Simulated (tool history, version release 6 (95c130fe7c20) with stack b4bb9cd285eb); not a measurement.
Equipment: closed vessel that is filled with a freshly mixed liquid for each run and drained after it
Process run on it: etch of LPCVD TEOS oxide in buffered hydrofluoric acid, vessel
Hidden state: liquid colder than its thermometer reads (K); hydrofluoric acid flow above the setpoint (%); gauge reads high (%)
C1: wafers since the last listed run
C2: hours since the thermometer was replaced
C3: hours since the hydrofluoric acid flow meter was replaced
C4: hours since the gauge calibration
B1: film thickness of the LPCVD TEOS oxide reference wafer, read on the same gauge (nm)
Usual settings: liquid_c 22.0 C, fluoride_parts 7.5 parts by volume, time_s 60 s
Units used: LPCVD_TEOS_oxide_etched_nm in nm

Run 1, day 0.000: usual settings but liquid_c 25.5 C, fluoride_parts 8.0 parts by volume; C1 0; C2 2176.2; C3 1793.3; C4 121.7; B1 49.98. Result: LPCVD_TEOS_oxide_etched_nm 208.26 nm.
Run 2, day 0.517: usual settings but liquid_c 25.5 C, fluoride_parts 8.0 parts by volume; C1 1255; C2 2188.6; C3 1805.7; C4 134.1; B1 49.97. Result: LPCVD_TEOS_oxide_etched_nm 207.61 nm.
Run 3, day 1.008: usual settings but liquid_c 23.0 C; C1 1194; C2 2200.4; C3 1817.5; C4 145.9; B1 50.02. Result: LPCVD_TEOS_oxide_etched_nm 193.92 nm.
Run 4, day 1.288: usual settings but liquid_c 19.0 C; C1 678; C2 2207.1; C3 1824.2; C4 152.6; B1 50.01. Result: LPCVD_TEOS_oxide_etched_nm 154.51 nm.
Run 5, day 1.617: usual settings but liquid_c 19.0 C; C1 799; C2 2215.0; C3 1832.1; C4 160.5; B1 49.99. Result: LPCVD_TEOS_oxide_etched_nm 155.30 nm.
Run 6, day 2.246: usual settings; C1 1528; C2 2230.1; C3 1847.2; C4 175.6; B1 50.04. Result: LPCVD_TEOS_oxide_etched_nm 182.81 nm.
Run 7, day 2.583: usual settings; C1 819; C2 2238.2; C3 1855.3; C4 183.7; B1 50.01. Result: LPCVD_TEOS_oxide_etched_nm 181.61 nm.
Run 8, day 3.083: usual settings; C1 1214; C2 2250.2; C3 1867.3; C4 195.7; B1 50.02. Result: LPCVD_TEOS_oxide_etched_nm 183.13 nm.
Run 9, day 3.621: usual settings; C1 1305; C2 2263.1; C3 1880.2; C4 208.6; B1 50.02. Result: LPCVD_TEOS_oxide_etched_nm 181.87 nm.
Run 10, day 4.300: usual settings; C1 1649; C2 2279.4; C3 1896.5; C4 224.9; B1 49.99. Result: LPCVD_TEOS_oxide_etched_nm 183.28 nm.
Run 11, day 4.983: usual settings; C1 1660; C2 2295.8; C3 1912.9; C4 241.3; B1 49.98. Result: LPCVD_TEOS_oxide_etched_nm 182.00 nm.
Run 12, day 5.417: usual settings but liquid_c 18.0 C; C1 1052; C2 2306.2; C3 1923.3; C4 251.7; B1 50.03. Result: LPCVD_TEOS_oxide_etched_nm 145.00 nm.
Run 13, day 5.846: usual settings but liquid_c 18.0 C; C1 1042; C2 2316.5; C3 1933.6; C4 262.0; B1 50.01. Result: LPCVD_TEOS_oxide_etched_nm 145.30 nm.
Run 14, day 6.283: usual settings but fluoride_parts 10.0 parts by volume; C1 1062; C2 2327.0; C3 1944.1; C4 272.5; B1 49.98. Result: LPCVD_TEOS_oxide_etched_nm 140.01 nm.
Run 15, day 6.967: usual settings but liquid_c 26.5 C, fluoride_parts 10.0 parts by volume; C1 1660; C2 2343.4; C3 1960.5; C4 288.9; B1 50.01. Result: LPCVD_TEOS_oxide_etched_nm 179.46 nm.
Run 16, day 7.350: usual settings but fluoride_parts 8.5 parts by volume, time_s 30 s; C1 931; C2 2352.6; C3 1969.7; C4 298.1; B1 49.96. Result: LPCVD_TEOS_oxide_etched_nm 79.53 nm.
Run 17, day 7.954: usual settings but liquid_c 25.0 C, fluoride_parts 6.5 parts by volume, time_s 80 s; C1 1467; C2 2367.1; C3 1984.2; C4 312.6; B1 49.96. Result: LPCVD_TEOS_oxide_etched_nm 330.19 nm.
At day 8.296: gauge calibrated.
Run 18, day 9.767: usual settings; C1 4403; C2 2410.6; C3 2027.7; C4 35.3; B1 50.05. Result: LPCVD_TEOS_oxide_etched_nm 181.19 nm.
At day 10.229: thermometer replaced.
Run 19, day 10.283: usual settings; C1 1153; C2 1.3; C3 2040.1; C4 47.7; B1 50.00. Result: LPCVD_TEOS_oxide_etched_nm 207.45 nm.
Run 20, day 10.962: usual settings but liquid_c 17.5 C, fluoride_parts 5.5 parts by volume, time_s 80 s; C1 1649; C2 17.6; C3 2056.4; C4 64.0; B1 49.98. Result: LPCVD_TEOS_oxide_etched_nm 282.54 nm.
At day 11.154: hydrofluoric acid flow meter replaced.
Run 21, day 11.388: usual settings but liquid_c 19.5 C, fluoride_parts 10.0 parts by volume, time_s 45 s; C1 931; C2 27.8; C3 5.6; C4 74.2; B1 49.96. Result: LPCVD_TEOS_oxide_etched_nm 102.82 nm.
Run 22, day 11.875: usual settings but fluoride_parts 10.5 parts by volume; C1 1184; C2 39.5; C3 17.3; C4 85.9; B1 50.02. Result: LPCVD_TEOS_oxide_etched_nm 151.42 nm.
Run 23, day 12.338: usual settings but liquid_c 27.0 C, fluoride_parts 8.5 parts by volume, time_s 75 s; C1 1123; C2 50.6; C3 28.4; C4 97.0; B1 50.01. Result: LPCVD_TEOS_oxide_etched_nm 293.36 nm.
Run 24, day 12.988: usual settings; C1 1579; C2 66.2; C3 44.0; C4 112.6; B1 49.96. Result: LPCVD_TEOS_oxide_etched_nm 205.95 nm.
Run 25, day 13.412: usual settings but time_s 75 s; C1 1032; C2 76.4; C3 54.2; C4 122.8; B1 50.01. Result: LPCVD_TEOS_oxide_etched_nm 258.64 nm.
Run 26, day 14.004: usual settings but time_s 40 s; C1 1437; C2 90.6; C3 68.4; C4 137.0; B1 50.03. Result: LPCVD_TEOS_oxide_etched_nm 137.98 nm.
Run 27, day 14.554: usual settings but liquid_c 19.5 C, fluoride_parts 10.0 parts by volume, time_s 75 s; C1 1336; C2 103.8; C3 81.6; C4 150.2; B1 50.02. Result: LPCVD_TEOS_oxide_etched_nm 171.84 nm.
Run 28, day 15.125: usual settings but liquid_c 25.0 C, time_s 95 s; C1 1386; C2 117.5; C3 95.3; C4 163.9; B1 50.02. Result: LPCVD_TEOS_oxide_etched_nm 384.27 nm.

Exercise: give the hidden state of the tool at every run:
hydrofluoric acid flow above the setpoint (%): 0 at every run
gauge reads high (%): 0 at every run
H1: liquid colder than its thermometer reads (K)
run      H1
  1    2.21
  2    2.22
  3    2.23
  4    2.24
  5    2.25
  6    2.26
  7    2.27
  8    2.28
  9    2.29
 10    2.31
 11    2.32
 12    2.33
 13    2.34
 14    2.35
 15    2.36
 16    2.37
 17    2.38
 18    2.42
 19  0.0706
 20  0.0854
 21  0.0947
 22   0.105
 23   0.115
 24   0.129
 25   0.139
 26   0.152
 27   0.164
 28   0.176
